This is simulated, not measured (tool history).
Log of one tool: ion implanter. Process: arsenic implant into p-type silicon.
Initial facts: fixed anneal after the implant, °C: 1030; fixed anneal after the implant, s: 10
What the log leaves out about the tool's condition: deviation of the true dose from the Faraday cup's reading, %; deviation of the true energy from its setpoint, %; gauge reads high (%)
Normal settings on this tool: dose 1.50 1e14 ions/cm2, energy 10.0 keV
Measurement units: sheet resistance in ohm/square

run    hour  dose  energy  wafers since the last listed run  hours since the last dose calibration  hours since the extraction supply was calibrated  hours since the gauge calibration  read-back reference wafer on the same gauge, sheet resistance  sheet resistance
  1     0.0  1.73    12.5                                 0                                  112.5                                            3167.6                              643.4                                                         486.22            496.41
  2    48.3  1.50    10.0                               627                                  160.8                                            3215.9                              691.7                                                         487.88            571.30
  3   139.8  1.50    10.0                              1187                                  252.3                                            3307.4                              783.2                                                         486.92            572.30
  4   244.2  1.50    10.0                              1355                                  356.7                                            3411.8                              887.6                                                         486.67            568.71
  5   351.2  1.50    10.0                              1389                                  463.7                                            3518.8                              994.6                                                         486.62            576.28
  6   432.2  1.50    10.0                              1051                                  544.7                                            3599.8                             1075.6                                                         487.35            567.36
  7   472.2  1.50    10.0                               519                                  584.7                                            3639.8                             1115.6                                                         486.75            567.63
  8   569.6  1.50    10.0                              1264                                  682.1                                            3737.2                             1213.0                                                         486.37            570.63
  9   608.4  1.50    10.0                               503                                  720.9                                            3776.0                             1251.8                                                         487.44            575.24
 10   687.8  1.50    10.0                              1030                                  800.3                                            3855.4                             1331.2                                                         487.18            579.42
      739.6  -- extraction supply calibrated
 11   795.2  1.50    10.0                              1290                                  907.7                                              55.6                             1438.6                                                         486.09            570.17
 12   851.3  1.50    10.0                               728                                  963.8                                             111.7                             1494.7                                                         487.49            570.65
 13   943.7  1.50    10.0                              1199                                 1056.2                                             204.1                             1587.1                                                         487.86            576.63
     1001.6  -- Faraday cup replaced and dose calibrated
 14  1113.7  1.72    10.0                              2103                                  112.1                                             374.1                             1757.1                                                         487.14            527.84
 15  1167.5  1.72    10.0                               698                                  165.9                                             427.9                             1810.9                                                         486.18            529.32
 16  1204.9  1.78    10.0                               485                                  203.3                                             465.3                             1848.3                                                         486.57            516.47
 17  1294.6  1.50    12.5                              1164                                  293.0                                             555.0                             1938.0                                                         486.76            572.68
     1398.7  -- gauge calibrated
 18  1399.4  1.75     7.5                              1360                                  397.8                                             659.8                                0.7                                                         487.13            543.33
 19  1456.9  1.17    10.0                               746                                  455.3                                             717.3                               58.2                                                         486.10            714.38
 20  1555.7  1.81    11.5                              1282                                  554.1                                             816.1                              157.0                                                         486.78            509.67
 21  1619.3  1.50    10.0                               825                                  617.7                                             879.7                              220.6                                                         486.84            601.38
 22  1673.2  1.64     8.5                               699                                  671.6                                             933.6                              274.5                                                         486.94            567.08
 23  1758.0  1.09    10.0                              1100                                  756.4                                            1018.4                              359.3                                                         486.33            760.82
     1818.6  -- Faraday cup replaced and dose calibrated, repeated, since the last time left the tool worse
 24  1885.5  1.50    10.0                              1551                                   66.9                                            1145.9                              486.8                                                         487.74            564.92
 25  1984.5  1.81    10.0                              1285                                  165.9                                            1244.9                              585.8                                                         486.87            488.19
 26  2071.1  1.35     7.0                              1124                                  252.5                                            1331.5                              672.4                                                         486.14            644.04
 27  2164.1  1.50    10.0                              1207                                  345.5                                            1424.5                              765.4                                                         486.91            571.21
 28  2269.6  1.50    10.0                              1369                                  451.0                                            1530.0                              870.9                                                         486.84            573.44
 29  2342.6  1.70    11.5                               947                                  524.0                                            1603.0                              943.9                                                         487.29            508.75
 30  2419.5  1.13     7.5                               998                                  600.9                                            1679.9                             1020.8                                                         487.50            738.51
 31  2465.2  1.50    10.0                               593                                  646.6                                            1725.6                             1066.5                                                         486.55            568.74
 32  2554.2  1.38    11.5                              1155                                  735.6                                            1814.6                             1155.5                                                         485.94            603.19
 33  2604.5  1.50    10.0                               652                                  785.9                                            1864.9                             1205.8                                                         486.56            570.95
 34  2664.2  1.37     7.0                               775                                  845.6                                            1924.6                             1265.5                                                         487.51            643.54
 35  2711.3  1.74    12.5                               611                                  892.7                                            1971.7                             1312.6                                                         486.28            501.43
 36  2858.7  1.93    11.0                              1913                                 1040.1                                            2119.1                             1460.0                                                         487.31            467.51
     2973.6  -- Faraday cup replaced and dose calibrated
 37  3067.1  1.32     7.5                              2601                                   93.5                                            2327.5                             1668.4                                                         486.90            644.38

4 ways to go on from here, each from the tool as it stands after run 37. What would each give?
  A  3067.5  1.50    10.0                                 5                                   93.9                                            2327.9                             1668.8                                                              ?                 ?
  B  3067.5  1.64    11.5                                 5                                   93.9                                            2327.9                             1668.8                                                              ?                 ?
  C  3067.5  1.16     9.0                                 5                                   93.9                                            2327.9                             1668.8                                                              ?                 ?
  D  3067.5  1.05     7.0                                 5                                   93.9                                            2327.9                             1668.8                                                              ?                 ?

run  read-back reference wafer on the same gauge, sheet resistance  sheet resistance
  A                                                         486.56            569.06
  B                                                         486.56            522.97
  C                                                         486.56            700.13
  D                                                         486.56            778.36
With the hidden condition removed and each run's random variation left untouched, the same runs would have given:
run  sheet resistance
  A            568.15
  B            522.14
  C            699.03
  D            777.13
